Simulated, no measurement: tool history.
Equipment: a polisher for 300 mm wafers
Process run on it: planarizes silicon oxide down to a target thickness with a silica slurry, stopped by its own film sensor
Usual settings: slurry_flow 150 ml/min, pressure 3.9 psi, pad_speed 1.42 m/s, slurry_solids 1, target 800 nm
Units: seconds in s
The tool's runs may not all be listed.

| run | hour | slurry_flow | pressure | pad_speed | slurry_solids | target | incoming thickness of the incoming film, nm | seconds |
|---|---|---|---|---|---|---|---|---|
| 1 | 0 | 150 | 3.9 | 1.42 | 1.15 | 800 | 1026.5 | 61.5 |
| 2 | 31.1 | 150 | 3.9 | 1.42 | 1 | 800 | 1035.5 | 65.1 |
|  | 48.1 | conditioning disc replaced and pad reconditioned |
| 3 | 56.6 | 150 | 3.9 | 1.42 | 1 | 800 | 1023.5 | 63.5 |
| 4 | 78.9 | 150 | 3.9 | 1.42 | 1 | 800 | 1042 | 68.1 |
| 5 | 94.4 | 150 | 3.9 | 1.42 | 1.2 | 800 | 1042.3 | 63.1 |
| 6 | 117.4 | 150 | 3.9 | 1.42 | 1 | 800 | 1019.3 | 63.1 |
| 7 | 139.3 | 150 | 3.9 | 1.42 | 1 | 800 | 1045.7 | 70.4 |
| 8 | 164.1 | 150 | 3.9 | 1.42 | 1 | 800 | 1010.5 | 59.4 |
| 9 | 188.5 | 165 | 3.9 | 1.42 | 1 | 800 | 1009.3 | 58.6 |
|  | 199.8 | worn pad replaced by a new one |
| 10 | 220.8 | 150 | 5.3 | 0.96 | 1.15 | 800 | 1040.5 | 67.4 |
| 11 | 234.7 | 150 | 3.2 | 1.68 | 0.85 | 852 | 1016.8 | 53.7 |
|  | 239.6 | slurry blender recalibrated |
| 12 | 246.9 | 150 | 3.9 | 1.42 | 1 | 735 | 1044.8 | 94.2 |
|  | 248.9 | slurry nozzle cleaned |
| 13 | 274.6 | 150 | 3.9 | 1.42 | 0.85 | 800 | 1041.3 | 61 |
| 14 | 294.3 | 150 | 4.7 | 1.16 | 1 | 800 | 1042.6 | 56.3 |
| 15 | 313.2 | 150 | 3.9 | 1.28 | 1.15 | 800 | 1036.2 | 58.6 |
|  | 347 | conditioning disc replaced and pad reconditioned |
| 16 | 348.7 | 130 | 3 | 1.42 | 1 | 800 | 1032.1 | 75.2 |
|  | 379.3 | worn pad replaced by a new one |
| 17 | 394.2 | 150 | 3.5 | 1.42 | 0.85 | 800 | 1032.6 | 68.6 |
| 18 | 409.9 | 150 | 3.9 | 1.42 | 1 | 800 | 1030.4 | 55.4 |
| 19 | 433.4 | 150 | 5 | 1.06 | 1 | 828 | 1043.4 | 52.4 |
| 20 | 455.4 | 150 | 3.9 | 1.42 | 0.8 | 779 | 1029.8 | 69.2 |
| 21 | 472.6 | 180 | 2.6 | 1.42 | 1.1 | 779 | 1042.8 | 93.2 |
| 22 | 484.8 | 150 | 4.9 | 1.42 | 1 | 800 | 1029.8 | 45 |
| 23 | 519.6 | 150 | 4.4 | 1.42 | 0.8 | 800 | 1043 | 58.7 |
| 24 | 542.6 | 150 | 3.3 | 1.42 | 1 | 800 | 1039.8 | 69.2 |
| 25 | 575.2 | 150 | 3.5 | 1.42 | 0.85 | 800 | 1050.6 | 73.9 |

Alternative continuations, all from the tool just after run 25; predict every row:
| A | 575.6 | 150 | 3.9 | 1.84 | 1 | 800 | 1023.5 | ? |
| B | 575.6 | 150 | 2.6 | 1.82 | 1.15 | 800 | 1023.5 | ? |
| C | 575.6 | 150 | 5.1 | 1.42 | 1 | 800 | 1023.5 | ? |
| D | 575.6 | 125 | 3.9 | 1.14 | 1 | 857 | 1023.5 | ? |

| run | seconds |
|---|---|
| A | 45.1 |
| B | 64.4 |
| C | 42.1 |
| D | 50.8 |
Without the tool's hidden state the same runs would have given:
| run | seconds |
|---|---|
| A | 46.3 |
| B | 66.1 |
| C | 43.3 |
| D | 51.7 |

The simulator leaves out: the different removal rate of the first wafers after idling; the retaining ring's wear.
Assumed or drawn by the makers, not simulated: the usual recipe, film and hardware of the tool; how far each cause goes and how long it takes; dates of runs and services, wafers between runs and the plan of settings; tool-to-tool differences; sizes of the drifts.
